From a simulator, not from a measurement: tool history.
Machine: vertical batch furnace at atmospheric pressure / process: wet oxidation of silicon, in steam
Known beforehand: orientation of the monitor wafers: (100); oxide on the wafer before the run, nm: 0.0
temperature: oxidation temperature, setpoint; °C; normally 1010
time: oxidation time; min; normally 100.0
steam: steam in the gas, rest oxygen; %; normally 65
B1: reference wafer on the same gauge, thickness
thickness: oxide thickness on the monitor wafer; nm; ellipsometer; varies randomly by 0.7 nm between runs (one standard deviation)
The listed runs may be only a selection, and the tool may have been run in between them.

{"run": 1, "hour": 0.0, "temperature": 1010, "time": 100.0, "steam": 59, "B1": 380.11, "thickness": 418.37}
{"run": 2, "hour": 33.2, "temperature": 1010, "time": 100.0, "steam": 59, "B1": 379.95, "thickness": 418.15}
{"run": 3, "hour": 46.9, "temperature": 1010, "time": 100.0, "steam": 59, "B1": 380.34, "thickness": 417.96}
{"run": 4, "hour": 68.4, "temperature": 1010, "time": 100.0, "steam": 61, "B1": 380.3, "thickness": 428.03}
{"run": 5, "hour": 88.2, "temperature": 1010, "time": 100.0, "steam": 65, "B1": 379.96, "thickness": 445.17}
{"run": 6, "hour": 122.1, "temperature": 1010, "time": 100.0, "steam": 65, "B1": 380.04, "thickness": 445.67}
{"run": 7, "hour": 147.7, "temperature": 1010, "time": 100.0, "steam": 65, "B1": 380.05, "thickness": 443.96}
{"run": 8, "hour": 171.8, "temperature": 1010, "time": 100.0, "steam": 65, "B1": 380.16, "thickness": 444.3}
{"run": 9, "hour": 206.9, "temperature": 1010, "time": 100.0, "steam": 65, "B1": 380.12, "thickness": 444.8}
{"run": 10, "hour": 219.3, "temperature": 1010, "time": 100.0, "steam": 65, "B1": 380.09, "thickness": 446.6}
{"run": 11, "hour": 240.5, "temperature": 1010, "time": 72.5, "steam": 65, "B1": 379.79, "thickness": 359.41}
{"run": 12, "hour": 261.3, "temperature": 1010, "time": 72.5, "steam": 65, "B1": 380.13, "thickness": 359.29}
{"run": 13, "hour": 292.5, "temperature": 1010, "time": 72.5, "steam": 65, "B1": 379.88, "thickness": 359.87}
{"run": 14, "hour": 325.4, "temperature": 1010, "time": 132.0, "steam": 65, "B1": 380.0, "thickness": 532.59}
{"hour": 331.5, "done": "gauge calibrated"}
{"hour": 358.2, "done": "steam generator serviced"}
{"run": 15, "hour": 358.7, "temperature": 1010, "time": 100.0, "steam": 65, "B1": 380.23, "thickness": 477.04}
{"run": 16, "hour": 383.5, "temperature": 999, "time": 100.0, "steam": 65, "B1": 379.94, "thickness": 443.66}
{"run": 17, "hour": 418.3, "temperature": 997, "time": 100.0, "steam": 65, "B1": 380.14, "thickness": 437.47}
{"run": 18, "hour": 452.3, "temperature": 1010, "time": 100.0, "steam": 65, "B1": 379.78, "thickness": 476.36}
{"run": 19, "hour": 478.0, "temperature": 998, "time": 138.0, "steam": 75, "B1": 380.06, "thickness": 597.29}
{"run": 20, "hour": 513.7, "temperature": 1026, "time": 80.0, "steam": 65, "B1": 380.09, "thickness": 455.22}
{"run": 21, "hour": 536.7, "temperature": 999, "time": 145.0, "steam": 60, "B1": 380.13, "thickness": 536.65}
{"hour": 572.2, "done": "thermocouples replaced and temperature profile calibrated"}
{"run": 22, "hour": 572.7, "temperature": 1010, "time": 100.0, "steam": 59, "B1": 379.83, "thickness": 434.49}
{"run": 23, "hour": 583.2, "temperature": 1010, "time": 118.0, "steam": 65, "B1": 379.7, "thickness": 515.4}
{"run": 24, "hour": 615.5, "temperature": 993, "time": 148.0, "steam": 71, "B1": 379.91, "thickness": 567.9}
{"run": 25, "hour": 635.1, "temperature": 1010, "time": 100.0, "steam": 65, "B1": 379.83, "thickness": 462.1}
{"run": 26, "hour": 652.6, "temperature": 1010, "time": 100.0, "steam": 65, "B1": 379.77, "thickness": 461.01}
{"run": 27, "hour": 683.9, "temperature": 990, "time": 61.5, "steam": 65, "B1": 380.21, "thickness": 284.67}
{"run": 28, "hour": 697.6, "temperature": 1033, "time": 52.5, "steam": 60, "B1": 380.15, "thickness": 332.81}
{"run": 29, "hour": 719.8, "temperature": 1010, "time": 100.0, "steam": 65, "B1": 379.72, "thickness": 462.68}

5 ways to go on from here, each from the tool as it stands after run 29. What would each give?
{"run": "A", "hour": 725.7, "temperature": 1010, "time": 100.0, "steam": 65, "B1": "?", "thickness": "?"}
{"run": "B", "hour": 725.7, "temperature": 1024, "time": 119.5, "steam": 61, "B1": "?", "thickness": "?"}
{"run": "C", "hour": 725.7, "temperature": 1010, "time": 118.5, "steam": 60, "B1": "?", "thickness": "?"}
{"run": "D", "hour": 725.7, "temperature": 986, "time": 100.0, "steam": 65, "B1": "?", "thickness": "?"}
{"run": "E", "hour": 725.7, "temperature": 1025, "time": 119.5, "steam": 65, "B1": "?", "thickness": "?"}

run=A B1=379.91 thickness=461.85
run=B B1=379.91 thickness=541.73
run=C B1=379.91 thickness=489.73
run=D B1=379.91 thickness=389.49
run=E B1=379.91 thickness=566.87
The same runs, with their run-to-run variation unchanged, on a tool lacking any hidden condition would have given:
run=A thickness=464.42
run=B thickness=544.73
run=C thickness=492.45
run=D thickness=391.67
run=E thickness=570.02
